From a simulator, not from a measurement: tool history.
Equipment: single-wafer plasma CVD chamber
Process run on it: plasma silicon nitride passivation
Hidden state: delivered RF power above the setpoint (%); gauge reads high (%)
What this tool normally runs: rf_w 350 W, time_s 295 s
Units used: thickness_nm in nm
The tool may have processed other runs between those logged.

run	hour	rf_w	time_s	wafers since the last listed run	hours since the last RF generator calibration	hours since the showerhead was replaced	hours since the gauge calibration	read-back reference wafer on the same gauge, thickness_nm	thickness_nm
1	0	370	295	0	969.5	2038.3	625.3	328.158	376.906
# hour 33: RF generator calibrated
2	105	350	295	434	72	2143.3	730.3	327.796	378.182
3	157.3	325	295	234	124.3	2195.6	782.6	328.647	368.938
4	448.1	325	295	1302	415.1	2486.4	1073.4	328.26	365.739
# hour 474.2: gauge calibrated
5	537.1	325	295	398	504.1	2575.4	62.9	327.936	366.131
6	611.3	305	270	332	578.3	2649.6	137.1	328.235	329.762
# hour 674.2: showerhead replaced
7	696.8	305	270	347	663.8	22.6	222.6	327.741	330.214
8	799.6	305	295	460	766.6	125.4	325.4	327.731	359.065
9	985.3	410	310	831	952.3	311.1	511.1	328.2	408.08
# hour 1059.1: RF generator calibrated
10	1069.3	350	295	340	10.2	395.1	595.1	327.783	380.481
11	1218.5	280	324	668	159.4	544.3	744.3	327.944	391.451
12	1284.7	350	295	296	225.6	610.5	810.5	327.795	376.416
13	1382.2	350	295	436	323.1	708	908	328.107	375.748

What does the tool deliver on the next run?
# hour 1414: gauge calibrated
14	1488.2	285	337	474	429.1	814	74.2	?	?

Logged for run 14: read-back reference wafer on the same gauge, thickness_nm 327.658, thickness_nm 403.584 nm.
Minus the tool's unlogged condition, the same run would have read thickness_nm 411.072 nm.
